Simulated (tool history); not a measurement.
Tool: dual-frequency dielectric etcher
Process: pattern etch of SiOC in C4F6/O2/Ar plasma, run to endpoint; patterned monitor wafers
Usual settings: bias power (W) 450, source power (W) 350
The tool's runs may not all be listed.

run,day,bias power (W),source power (W),wafers since the last listed run,hours since the last wet clean,hours since the last bias power generator calibration,hours since the last source power generator calibration,hours since the last upper electrode change,"incoming incoming film thickness, nm",endpoint time (s)
1,0.000,502,350,0,240.4,1376.7,2448.6,1504.2,32.79,11.7
2,1.867,502,350,353,285.2,1421.5,2493.4,1549.0,32.83,11.7
3,3.850,502,350,375,332.8,1469.1,2541.0,1596.6,32.82,11.7
# day 6.029: wet clean of the chamber
4,6.192,532,350,253,3.9,1525.3,2597.2,1652.8,32.54,11.5
5,8.092,532,350,359,49.5,1570.9,2642.8,1698.4,32.06,11.3
6,9.579,391,350,281,85.2,1606.6,2678.5,1734.1,32.27,13.0
7,11.954,391,350,449,142.2,1663.6,2735.5,1791.1,32.58,13.1
8,14.238,391,350,431,197.0,1718.4,2790.3,1845.9,32.41,13.1
9,17.021,450,350,526,263.8,1785.2,2857.1,1912.7,32.51,12.2
10,19.150,450,350,402,314.9,1836.3,2908.2,1963.8,32.76,12.4
11,21.688,450,350,479,375.8,1897.2,2969.1,2024.7,32.43,12.2
# day 24.500: wet clean of the chamber
12,24.521,509,350,346,0.5,1965.2,3037.1,2092.7,32.54,11.7
13,26.000,515,350,279,36.0,2000.7,3072.6,2128.2,32.52,11.7
14,27.438,515,350,271,70.5,2035.2,3107.1,2162.7,32.67,11.6
15,29.738,515,350,434,125.7,2090.4,3162.3,2217.9,32.72,11.7
16,31.038,409,280,245,156.9,2121.6,3193.5,2249.1,32.70,13.9
# day 32.979: source power generator calibrated
17,33.100,409,280,358,206.4,2171.1,2.9,2298.6,32.50,13.7
18,36.000,494,310,548,276.0,2240.7,72.5,2368.2,32.42,12.2
19,37.308,343,440,247,307.4,2272.1,103.9,2399.6,32.67,13.0
20,38.517,481,350,228,336.4,2301.1,132.9,2428.6,32.47,11.8
21,39.629,450,350,210,363.1,2327.8,159.6,2455.3,32.66,12.3
# day 41.242: upper electrode replaced, of another model than before
# day 41.283: wet clean of the chamber
22,42.212,480,380,291,22.3,2389.8,221.6,23.3,32.55,11.9
23,43.475,450,350,238,52.6,2420.1,251.9,53.6,32.62,12.5
# day 44.250: bias power generator calibrated
24,45.229,505,390,300,94.7,23.5,294.0,95.7,32.91,11.7
25,46.279,502,350,198,119.9,48.7,319.2,120.9,32.56,11.9
26,48.467,547,260,413,172.4,101.2,371.7,173.4,32.90,12.4
27,49.754,362,320,243,203.3,132.1,402.6,204.3,32.70,13.6
28,51.479,520,410,326,244.7,173.5,444.0,245.7,32.83,11.3
29,53.346,450,350,353,289.5,218.3,488.8,290.5,32.87,12.4
30,54.496,532,350,217,317.1,245.9,516.4,318.1,32.82,11.7
31,56.188,450,350,319,357.7,286.5,557.0,358.7,32.75,12.3
# day 57.912: wet clean of the chamber
32,64.792,450,350,1438,165.1,493.0,763.5,565.2,32.62,12.3
33,67.696,378,320,549,234.8,562.7,833.2,634.9,32.53,13.3
34,70.142,450,310,462,293.5,621.4,891.9,693.6,32.66,12.6
35,71.362,493,330,230,322.8,650.7,921.2,722.9,32.28,11.9

How the hidden state differs across the entries between the runs, from the last listed run before each to the first after it:
Between runs 3 and 4: wet clean of the chamber (day 6.029)
  etch rate over this chamber's usual, %: 1.51 -> -0.000455
Between runs 11 and 12: wet clean of the chamber (day 24.500)
  etch rate over this chamber's usual, %: 1.43 -> 0.0105
Between runs 16 and 17: source power generator calibrated (day 32.979)
  etch rate over this chamber's usual, %: 0.612 -> 0.803
Between runs 21 and 22: upper electrode replaced, of another model than before (day 41.242); wet clean of the chamber (day 41.283)
  etch rate over this chamber's usual, %: 1.41 -> -0.0528
Between runs 23 and 24: bias power generator calibrated (day 44.250)
  etch rate over this chamber's usual, %: 0.0638 -> 0.226
Between runs 31 and 32: wet clean of the chamber (day 57.912)
  etch rate over this chamber's usual, %: 1.24 -> 0.976
